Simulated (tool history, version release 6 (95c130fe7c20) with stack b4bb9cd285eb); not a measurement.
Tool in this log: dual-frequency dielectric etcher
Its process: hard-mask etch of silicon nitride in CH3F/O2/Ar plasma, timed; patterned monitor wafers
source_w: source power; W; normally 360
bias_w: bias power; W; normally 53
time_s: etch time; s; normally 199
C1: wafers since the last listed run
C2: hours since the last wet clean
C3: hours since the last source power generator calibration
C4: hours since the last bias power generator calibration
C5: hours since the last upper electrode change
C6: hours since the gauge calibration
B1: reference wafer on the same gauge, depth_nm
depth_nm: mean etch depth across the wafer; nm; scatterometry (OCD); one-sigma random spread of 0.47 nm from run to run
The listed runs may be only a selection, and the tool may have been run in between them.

Run 1, hour 0: usual settings but source_w 310 W; C1 0; C2 513; C3 3764.1; C4 1344.5; C5 5730.7; C6 73.5; B1 120. Result: depth_nm 109.3 nm.
Run 2, hour 15.4: usual settings but source_w 310 W; C1 119; C2 528.4; C3 3779.5; C4 1359.9; C5 5746.1; C6 88.9; B1 120.2. Result: depth_nm 109 nm.
Run 3, hour 32.9: usual settings but source_w 300 W; C1 135; C2 545.9; C3 3797; C4 1377.4; C5 5763.6; C6 106.4; B1 120. Result: depth_nm 108.1 nm.
Run 4, hour 39.7: usual settings but source_w 300 W; C1 52; C2 552.7; C3 3803.8; C4 1384.2; C5 5770.4; C6 113.2; B1 119.9. Result: depth_nm 108.1 nm.
Run 5, hour 54.7: usual settings but source_w 300 W; C1 116; C2 567.7; C3 3818.8; C4 1399.2; C5 5785.4; C6 128.2; B1 119.9. Result: depth_nm 108 nm.
Run 6, hour 70.2: usual settings but bias_w 48 W; C1 120; C2 583.2; C3 3834.3; C4 1414.7; C5 5800.9; C6 143.7; B1 120. Result: depth_nm 111.4 nm.
Run 7, hour 84.7: usual settings but bias_w 48 W; C1 112; C2 597.7; C3 3848.8; C4 1429.2; C5 5815.4; C6 158.2; B1 120. Result: depth_nm 111.8 nm.
At hour 115.3: source power generator calibrated.
At hour 118.5: wet clean of the chamber.
Run 8, hour 119: usual settings but bias_w 48 W; C1 210; C2 0.5; C3 3.7; C4 1463.5; C5 5849.7; C6 192.5; B1 120.1. Result: depth_nm 108.7 nm.
Run 9, hour 119.3: usual settings; C1 2; C2 0.8; C3 4; C4 1463.8; C5 5850; C6 192.8; B1 120. Result: depth_nm 110.8 nm.
Run 10, hour 119.7: usual settings but source_w 440 W, bias_w 62 W, time_s 176.5 s; C1 3; C2 1.2; C3 4.4; C4 1464.2; C5 5850.4; C6 193.2; B1 120. Result: depth_nm 108 nm.
Run 11, hour 129.4: usual settings; C1 75; C2 10.9; C3 14.1; C4 1473.9; C5 5860.1; C6 202.9; B1 120.1. Result: depth_nm 110.9 nm.
Run 12, hour 145.8: usual settings; C1 127; C2 27.3; C3 30.5; C4 1490.3; C5 5876.5; C6 219.3; B1 120.2. Result: depth_nm 111.8 nm.
At hour 153.9: bias power generator calibrated.
Run 13, hour 156: usual settings but source_w 440 W, bias_w 61 W, time_s 161.5 s; C1 48; C2 37.5; C3 40.7; C4 2.1; C5 5886.7; C6 229.5; B1 120.1. Result: depth_nm 97.9 nm.
Run 14, hour 166.3: usual settings but source_w 320 W, bias_w 57 W, time_s 231.5 s; C1 80; C2 47.8; C3 51; C4 12.4; C5 5897; C6 239.8; B1 120. Result: depth_nm 127.3 nm.
At hour 184.6: gauge calibrated.
At hour 196.1: upper electrode replaced.
Run 15, hour 196.6: usual settings; C1 48; C2 78.1; C3 81.3; C4 42.7; C5 0.5; C6 12; B1 120.1. Result: depth_nm 111.7 nm.
Run 16, hour 197: usual settings but source_w 320 W, bias_w 42 W; C1 3; C2 78.5; C3 81.7; C4 43.1; C5 0.9; C6 12.4; B1 120. Result: depth_nm 102.1 nm.
Run 17, hour 201.2: usual settings but bias_w 41 W; C1 32; C2 82.7; C3 85.9; C4 47.3; C5 5.1; C6 16.6; B1 120. Result: depth_nm 105.4 nm.
Run 18, hour 207.6: usual settings but source_w 310 W, bias_w 57 W, time_s 182 s; C1 49; C2 89.1; C3 92.3; C4 53.7; C5 11.5; C6 23; B1 120.1. Result: depth_nm 99.5 nm.
Run 19, hour 217.7: usual settings; C1 78; C2 99.2; C3 102.4; C4 63.8; C5 21.6; C6 33.1; B1 120.2. Result: depth_nm 111.5 nm.
Run 20, hour 233.5: usual settings; C1 122; C2 115; C3 118.2; C4 79.6; C5 37.4; C6 48.9; B1 120.1. Result: depth_nm 111 nm.
Run 21, hour 242.3: usual settings; C1 68; C2 123.8; C3 127; C4 88.4; C5 46.2; C6 57.7; B1 120.1. Result: depth_nm 111.2 nm.
Run 22, hour 249.1: usual settings but bias_w 60 W, time_s 238.5 s; C1 52; C2 130.6; C3 133.8; C4 95.2; C5 53; C6 64.5; B1 120.2. Result: depth_nm 137.4 nm.
Run 23, hour 258.6: usual settings but source_w 400 W; C1 73; C2 140.1; C3 143.3; C4 104.7; C5 62.5; C6 74; B1 119.8. Result: depth_nm 114.1 nm.
Run 24, hour 266.8: usual settings but source_w 390 W, bias_w 46 W, time_s 235 s; C1 63; C2 148.3; C3 151.5; C4 112.9; C5 70.7; C6 82.2; B1 120. Result: depth_nm 129.8 nm.
Run 25, hour 274.5: usual settings; C1 59; C2 156; C3 159.2; C4 120.6; C5 78.4; C6 89.9; B1 120.1. Result: depth_nm 112.4 nm.
Run 26, hour 281.5: usual settings but source_w 430 W, bias_w 47 W, time_s 217 s; C1 54; C2 163; C3 166.2; C4 127.6; C5 85.4; C6 96.9; B1 119.9. Result: depth_nm 124.1 nm.
Run 27, hour 294.9: usual settings but source_w 280 W; C1 104; C2 176.4; C3 179.6; C4 141; C5 98.8; C6 110.3; B1 119.9. Result: depth_nm 104.8 nm.
Run 28, hour 320.6: usual settings; C1 199; C2 202.1; C3 205.3; C4 166.7; C5 124.5; C6 136; B1 120. Result: depth_nm 112.1 nm.
Run 29, hour 330.9: usual settings but source_w 410 W, bias_w 47 W; C1 80; C2 212.4; C3 215.6; C4 177; C5 134.8; C6 146.3; B1 120. Result: depth_nm 112.9 nm.

Selected run-to-run steps in depth_nm, each split into two signed amounts: the part the tool would show with no hidden state at all (from settings, incoming material and random variation), and the remainder, which goes to the hidden state together with any gauge scatter not common to the measured and the hidden-state-free results:
What the log doesn't record here: etch rate over this chamber's usual, %; source power that arrives over what is set, %; bias power that arrives over what is set, %; gauge reads high (%).
Run 7 -> 8: source power generator calibrated, wet clean of the chamber. depth_nm -3.1 nm: hidden state -2.8, all else -0.3.
Run 13 -> 14: source_w 440 -> 320, bias_w 61 -> 57, time_s 161.5 -> 231.5. depth_nm +29.4 nm: hidden state +0.2, all else +29.2.
Run 21 -> 22: bias_w 53 -> 60, time_s 199 -> 238.5. depth_nm +26.2 nm: hidden state +0.2, all else +26.
